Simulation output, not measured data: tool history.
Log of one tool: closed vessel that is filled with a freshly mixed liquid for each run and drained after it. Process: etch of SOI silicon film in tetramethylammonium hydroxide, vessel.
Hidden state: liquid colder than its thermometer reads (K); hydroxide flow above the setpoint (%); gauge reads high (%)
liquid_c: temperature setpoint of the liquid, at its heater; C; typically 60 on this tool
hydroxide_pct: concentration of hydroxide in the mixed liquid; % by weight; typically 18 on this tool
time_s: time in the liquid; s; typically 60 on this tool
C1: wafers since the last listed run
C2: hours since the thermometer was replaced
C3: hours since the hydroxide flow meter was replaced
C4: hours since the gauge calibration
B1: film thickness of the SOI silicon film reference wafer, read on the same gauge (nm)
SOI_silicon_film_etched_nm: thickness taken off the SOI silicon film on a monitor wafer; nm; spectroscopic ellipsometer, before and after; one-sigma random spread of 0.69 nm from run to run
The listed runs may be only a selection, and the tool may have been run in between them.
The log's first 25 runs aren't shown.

run 26 hour=331 | liquid_c=68 hydroxide_pct=18 time_s=35 | C1=893 C2=308.3 C3=35.4 C4=264.2 | B1=120 | SOI_silicon_film_etched_nm=163.76
run 27 hour=340.6 | liquid_c=65 hydroxide_pct=13 time_s=80 | C1=702 C2=317.9 C3=45 C4=273.8 | B1=120 | SOI_silicon_film_etched_nm=360.73
run 28 hour=350.4 | liquid_c=60 hydroxide_pct=18 time_s=60 | C1=717 C2=327.7 C3=54.8 C4=283.6 | B1=120.01 | SOI_silicon_film_etched_nm=174.18
run 29 hour=364.5 | liquid_c=60 hydroxide_pct=21.5 time_s=60 | C1=1032 C2=341.8 C3=68.9 C4=297.7 | B1=120.01 | SOI_silicon_film_etched_nm=160.12
run 30 hour=375.4 | liquid_c=60 hydroxide_pct=18 time_s=70 | C1=797 C2=352.7 C3=79.8 C4=308.6 | B1=120 | SOI_silicon_film_etched_nm=203.93
run 31 hour=383.5 | liquid_c=64 hydroxide_pct=18 time_s=80 | C1=592 C2=360.8 C3=87.9 C4=316.7 | B1=119.98 | SOI_silicon_film_etched_nm=294.54
run 32 hour=395 | liquid_c=60 hydroxide_pct=18 time_s=60 | C1=841 C2=372.3 C3=99.4 C4=328.2 | B1=120.01 | SOI_silicon_film_etched_nm=173.29
run 33 hour=407.7 | liquid_c=52.5 hydroxide_pct=18 time_s=90 | C1=929 C2=385 C3=112.1 C4=340.9 | B1=120.01 | SOI_silicon_film_etched_nm=162.21
run 34 hour=418.5 | liquid_c=64 hydroxide_pct=18 time_s=85 | C1=790 C2=395.8 C3=122.9 C4=351.7 | B1=119.99 | SOI_silicon_film_etched_nm=313.86

Alternative continuations, all from the tool just after run 34; predict every row:
run A hour=419.2 | liquid_c=65 hydroxide_pct=18 time_s=60 | C1=51 C2=396.5 C3=123.6 C4=352.4 | B1=? | SOI_silicon_film_etched_nm=?
run B hour=419.2 | liquid_c=64 hydroxide_pct=19.5 time_s=75 | C1=51 C2=396.5 C3=123.6 C4=352.4 | B1=? | SOI_silicon_film_etched_nm=?
run C hour=419.2 | liquid_c=60 hydroxide_pct=14.5 time_s=80 | C1=51 C2=396.5 C3=123.6 C4=352.4 | B1=? | SOI_silicon_film_etched_nm=?
run D hour=419.2 | liquid_c=65 hydroxide_pct=22.5 time_s=50 | C1=51 C2=396.5 C3=123.6 C4=352.4 | B1=? | SOI_silicon_film_etched_nm=?

run=A B1=120.01 SOI_silicon_film_etched_nm=235.81
run=B B1=120.01 SOI_silicon_film_etched_nm=267.79
run=C B1=120.01 SOI_silicon_film_etched_nm=250.91
run=D B1=120.01 SOI_silicon_film_etched_nm=172.01
Had the tool no hidden state, the same runs would have come out as:
run=A SOI_silicon_film_etched_nm=237.78
run=B SOI_silicon_film_etched_nm=270.31
run=C SOI_silicon_film_etched_nm=253.7
run=D SOI_silicon_film_etched_nm=176.01
